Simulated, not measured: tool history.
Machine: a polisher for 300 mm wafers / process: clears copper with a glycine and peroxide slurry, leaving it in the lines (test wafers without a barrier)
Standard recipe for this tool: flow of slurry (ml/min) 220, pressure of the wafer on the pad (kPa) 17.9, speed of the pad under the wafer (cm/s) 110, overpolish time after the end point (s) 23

run,hour,flow of slurry (ml/min),pressure of the wafer on the pad (kPa),speed of the pad under the wafer (cm/s),overpolish time after the end point (s),"incoming thickness of the incoming film, nm",time until the end point was called (s),dishing of a wide line in a test structure (angstrom)
1,0.0,220,17.9,110,23,661.4,112.3,673
2,84.9,220,17.9,110,23,660.3,109.9,685
3,174.3,220,15.9,110,23,649.5,125.6,626
# hour 204.4: worn pad replaced by a new one
# hour 237.9: head pressure recalibrated
4,243.4,220,15.9,110,23,661.7,126.1,630
5,337.3,220,15.9,110,23,658.4,128.0,618
6,417.7,245,17.9,110,23,663.4,117.4,666
7,522.0,220,17.9,110,23,658.4,117.2,664
8,624.9,220,17.9,110,23,659.5,117.3,633
# hour 651.8: slurry nozzle cleaned
9,712.2,220,17.9,110,31,662.9,110.2,799
# hour 729.1: worn pad replaced by a new one
10,771.1,220,17.9,110,23,657.6,111.6,687
11,958.1,220,17.9,110,23,663.4,116.7,662
12,1079.1,220,17.9,110,23,663.7,117.4,680
13,1195.4,220,17.9,110,23,663.0,115.9,665
14,1266.5,220,17.9,110,23,663.0,118.3,642
# hour 1311.4: worn pad replaced by a new one
15,1311.9,220,17.9,76,23,657.1,156.9,527
16,1380.3,220,17.9,110,11,665.1,117.5,373
# hour 1408.0: slurry nozzle cleaned
17,1469.5,220,14.5,134,9,655.2,110.0,328
18,1550.2,220,17.9,110,23,651.3,112.0,672
# hour 1605.3: head pressure recalibrated
19,1613.5,245,17.9,110,23,673.4,110.4,675
20,1655.7,220,17.9,110,23,665.9,116.0,684
21,1762.7,220,11.7,110,23,670.7,162.7,493
22,1849.6,250,17.9,90,23,650.3,129.8,615
23,1887.9,240,17.9,110,11,657.4,115.6,388
24,1935.5,220,17.9,110,23,662.9,113.6,658
# hour 2000.7: worn pad replaced by a new one
25,2024.4,220,20.7,120,23,663.0,97.1,736
# hour 2083.3: slurry nozzle cleaned
26,2094.2,190,17.9,110,23,652.9,108.7,686
27,2188.1,170,17.9,110,17,651.4,112.1,547
28,2271.3,265,17.9,100,23,671.4,115.6,641
29,2325.7,220,17.9,110,23,651.2,109.6,676
30,2381.7,170,17.9,128,23,659.5,105.1,704
31,2482.2,220,17.9,110,23,651.8,113.4,650
32,2564.1,275,17.9,78,23,661.0,149.0,574
33,2659.0,220,17.9,110,23,648.3,114.0,655

Consider 5 possible next runs. They are alternatives, not a sequence: every one starts from the tool as it was left by run 33. What does each give?
A,2659.5,220,17.9,110,23,662.1,?,?
B,2659.5,220,17.9,134,23,662.1,?,?
C,2659.5,220,11.7,110,36,662.1,?,?
D,2659.5,220,17.9,130,23,662.1,?,?
E,2659.5,170,17.9,128,12,662.1,?,?

run,time until the end point was called (s),dishing of a wide line in a test structure (angstrom)
A,111.1,651
B,94.1,715
C,155.7,671
D,96.5,705
E,104.3,423
Had the tool no hidden state, the same runs would have come out as:
run,time until the end point was called (s),dishing of a wide line in a test structure (angstrom)
A,102.6,685
B,86.9,749
C,143.8,702
D,89.1,739
E,94.0,458
